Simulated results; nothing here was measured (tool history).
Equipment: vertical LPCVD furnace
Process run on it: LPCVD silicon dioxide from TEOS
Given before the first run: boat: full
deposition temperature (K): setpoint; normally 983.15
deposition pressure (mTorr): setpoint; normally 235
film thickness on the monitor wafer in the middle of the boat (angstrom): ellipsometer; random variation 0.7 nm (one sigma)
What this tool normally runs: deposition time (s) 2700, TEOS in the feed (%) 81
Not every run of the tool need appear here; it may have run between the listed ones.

run,day,deposition temperature (K),deposition pressure (mTorr),deposition time (s),TEOS in the feed (%),wafers since the last listed run,hours since the last temperature calibration,hours since the pressure gauge was zeroed,hours since the TEOS flow controller was replaced,hours since the gauge calibration,"read-back reference wafer on the same gauge, thickness",film thickness on the monitor wafer in the middle of the boat (angstrom)
1,0.000,975.15,235,2700,93,0,2369.1,2125.2,5200.1,153.2,301.99,3588.7
2,0.767,975.15,235,2700,93,251,2387.5,2143.6,5218.5,171.6,302.00,3594.6
3,1.100,975.15,235,2700,93,109,2395.5,2151.6,5226.5,179.6,302.05,3593.2
4,1.912,983.15,235,2700,81,266,2415.0,2171.1,5246.0,199.1,302.06,4020.0
5,2.250,983.15,235,2700,81,110,2423.1,2179.2,5254.1,207.2,302.01,4021.3
6,2.704,983.15,235,2700,81,149,2434.0,2190.1,5265.0,218.1,301.88,4019.1
7,3.500,983.15,235,2700,81,261,2453.1,2209.2,5284.1,237.2,302.00,4034.9
# day 5.192: pressure gauge zeroed
8,5.212,983.15,235,2700,81,234,2494.2,0.5,5325.2,278.3,301.85,4019.9
# day 5.383: gauge calibrated
9,5.438,983.15,235,2700,81,73,2499.6,5.9,5330.6,1.3,302.03,4028.7
10,5.662,983.15,280,2190,81,73,2505.0,11.3,5336.0,6.7,301.96,3563.3
11,6.071,980.15,235,3060,69,134,2514.8,21.1,5345.8,16.5,302.09,3919.5
# day 7.950: TEOS flow controller replaced
12,7.971,983.15,175,2700,86,295,2560.4,66.7,0.5,62.1,301.97,3587.2
13,8.196,983.15,205,3630,81,26,2565.8,72.1,5.9,67.5,301.92,5037.1
# day 9.054: thermocouples replaced and temperature profile calibrated
14,9.075,983.15,235,2700,68,7,0.5,93.2,27.0,88.6,301.81,3388.8
15,9.300,983.15,235,2700,81,73,5.9,98.6,32.4,94.0,301.94,3688.6
16,9.862,978.15,235,2700,81,184,19.4,112.1,45.9,107.5,301.98,3296.2
17,10.658,983.15,235,2700,81,261,38.5,131.2,65.0,126.6,301.86,3715.5
18,11.329,983.15,260,1740,81,220,54.6,147.3,81.1,142.7,302.02,2516.6

Consider 3 possible next runs. They are alternatives, not a sequence: every one starts from the tool as it was left by run 18. What does each give?
A,11.558,983.15,235,2700,81,75,60.1,152.8,86.6,148.2,?,?
B,11.558,983.15,180,2700,81,75,60.1,152.8,86.6,148.2,?,?
C,11.558,983.15,250,2700,81,75,60.1,152.8,86.6,148.2,?,?

run,"read-back reference wafer on the same gauge, thickness",film thickness on the monitor wafer in the middle of the boat (angstrom)
A,302.02,3717.8
B,302.02,3253.8
C,302.02,3834.6
Stripped of hidden state, with their random variation kept, the same runs would have yielded:
run,film thickness on the monitor wafer in the middle of the boat (angstrom)
A,3678.6
B,3219.5
C,3794.2

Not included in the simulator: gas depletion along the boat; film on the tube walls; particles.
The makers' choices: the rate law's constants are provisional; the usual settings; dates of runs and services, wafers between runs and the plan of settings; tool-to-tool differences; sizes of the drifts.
